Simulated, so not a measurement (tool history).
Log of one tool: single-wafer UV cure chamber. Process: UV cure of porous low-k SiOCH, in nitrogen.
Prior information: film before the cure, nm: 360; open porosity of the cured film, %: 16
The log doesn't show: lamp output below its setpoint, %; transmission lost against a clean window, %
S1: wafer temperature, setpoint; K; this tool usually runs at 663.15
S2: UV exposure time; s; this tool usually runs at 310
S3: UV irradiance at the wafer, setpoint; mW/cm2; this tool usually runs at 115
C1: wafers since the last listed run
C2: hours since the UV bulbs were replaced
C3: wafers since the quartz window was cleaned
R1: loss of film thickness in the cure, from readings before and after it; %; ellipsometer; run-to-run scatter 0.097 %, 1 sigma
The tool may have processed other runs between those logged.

| run | day | S1 | S2 | S3 | C1 | C2 | C3 | R1 |
|---|---|---|---|---|---|---|---|---|
| 1 | 0 | 663.15 | 310 | 115 | 0 | 2923 | 4211 | 12.229 |
| 2 | 0.721 | 663.15 | 310 | 115 | 101 | 2940.3 | 4312 | 12.103 |
| 3 | 1.25 | 663.15 | 310 | 115 | 74 | 2953 | 4386 | 12.084 |
| 4 | 1.729 | 663.15 | 420 | 115 | 67 | 2964.5 | 4453 | 13.322 |
| 5 | 2.479 | 663.15 | 420 | 115 | 105 | 2982.5 | 4559 | 13.387 |
| 6 | 2.85 | 663.15 | 420 | 115 | 51 | 2991.4 | 4611 | 13.573 |
| 7 | 3.379 | 663.15 | 310 | 115 | 74 | 3004.1 | 4685 | 12.085 |
| 8 | 4.108 | 663.15 | 310 | 115 | 102 | 3021.6 | 4787 | 12.029 |
| 9 | 4.833 | 651.15 | 385 | 103 | 101 | 3039 | 4889 | 12.254 |
| 10 | 5.342 | 671.15 | 205 | 135 | 71 | 3051.2 | 4960 | 10.96 |
| 11 | 5.625 | 663.15 | 310 | 115 | 39 | 3058 | 5000 | 12.098 |
|  | 6.633 | UV bulbs replaced |
|  | 6.967 | quartz window cleaned |
| 12 | 6.988 | 656.15 | 440 | 143 | 97 | 8.5 | 2 | 14.458 |
| 13 | 7.004 | 674.15 | 140 | 115 | 2 | 8.9 | 5 | 9.067 |
| 14 | 7.112 | 650.15 | 180 | 115 | 15 | 11.5 | 20 | 9.632 |
| 15 | 7.6 | 663.15 | 310 | 115 | 68 | 23.2 | 88 | 11.995 |
| 16 | 8.029 | 663.15 | 310 | 115 | 60 | 33.5 | 148 | 11.965 |
| 17 | 8.758 | 649.15 | 450 | 145 | 102 | 51 | 251 | 14.538 |

How the hidden state differs across the entries between the runs, from the last listed run before each to the first after it:
In the gap between runs 11 and 12: UV bulbs replaced (day 6.633); quartz window cleaned (day 6.967)
  both runs share identical hidden conditions

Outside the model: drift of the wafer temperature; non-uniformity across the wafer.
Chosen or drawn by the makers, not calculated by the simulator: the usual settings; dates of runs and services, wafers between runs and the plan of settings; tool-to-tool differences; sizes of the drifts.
